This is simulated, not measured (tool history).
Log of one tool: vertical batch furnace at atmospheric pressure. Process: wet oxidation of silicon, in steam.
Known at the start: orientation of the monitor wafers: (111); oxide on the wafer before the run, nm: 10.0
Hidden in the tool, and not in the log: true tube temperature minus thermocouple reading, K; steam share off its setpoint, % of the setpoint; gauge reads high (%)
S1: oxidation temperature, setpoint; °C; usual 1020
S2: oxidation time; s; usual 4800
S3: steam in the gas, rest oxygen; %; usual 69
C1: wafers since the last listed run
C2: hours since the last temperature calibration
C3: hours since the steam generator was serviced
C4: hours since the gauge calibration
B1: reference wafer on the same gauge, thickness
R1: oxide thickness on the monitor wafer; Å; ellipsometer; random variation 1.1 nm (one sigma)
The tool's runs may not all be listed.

run,day,S1,S2,S3,C1,C2,C3,C4,B1,R1
1,0,1020,4800,74,0,2375.9,3051.8,635.1,540.09,4793
2,2.083,1020,4800,74,502,2425.9,3101.8,685.1,539.75,4789.5
3,4.967,1020,4800,69,694,2495.1,3171,754.3,540.45,4570.7
4,6.317,1020,4800,69,325,2527.5,3203.4,786.7,539.95,4570
5,8.975,1020,4800,69,640,2591.3,3267.2,850.5,540.18,4565.9
6,10.296,1020,4800,69,318,2623,3298.9,882.2,540.2,4561.8
7,11.396,1020,4800,69,265,2649.4,3325.3,908.6,539.43,4592.3
# day 11.804: gauge calibrated
8,13.033,1020,4800,69,394,2688.7,3364.6,29.5,540.16,4560.4
9,14.896,1020,4800,69,448,2733.4,3409.3,74.2,539.86,4537.4
10,16.996,1020,4050,69,506,2783.8,3459.7,124.6,540.49,4114.6
# day 20.825: thermocouples replaced and temperature profile calibrated
11,21.858,1043,6720,60,930,24.8,3576.4,241.3,539.55,5630.4
12,24.2,1000,4800,69,564,81,3632.6,297.5,540.12,4070.4
# day 25.329: steam generator serviced
13,26.671,997,5820,58,354,140.3,32.2,356.8,539.97,4300.3
14,27.967,997,5820,58,312,171.4,63.3,387.9,540.02,4281.2
15,30.375,1020,3750,81,580,229.2,121.1,445.7,540.13,4551
16,32.238,1020,2790,69,448,273.9,165.8,490.4,540.32,3455.1
17,33.812,1020,4800,69,379,311.7,203.6,528.2,540.16,4755.9

Forecast each of these 3 alternatives for the next run:
A,34.017,1020,4800,76,49,316.6,208.5,533.1,?,?
B,34.017,1011,6120,79,49,316.6,208.5,533.1,?,?
C,34.017,1039,4800,69,49,316.6,208.5,533.1,?,?

run,B1,R1
A,540.19,5060.4
B,540.19,5713.5
C,540.19,5221.3
Without the tool's hidden state the same runs would have given:
run,R1
A,5065.2
B,5718.9
C,5226.2

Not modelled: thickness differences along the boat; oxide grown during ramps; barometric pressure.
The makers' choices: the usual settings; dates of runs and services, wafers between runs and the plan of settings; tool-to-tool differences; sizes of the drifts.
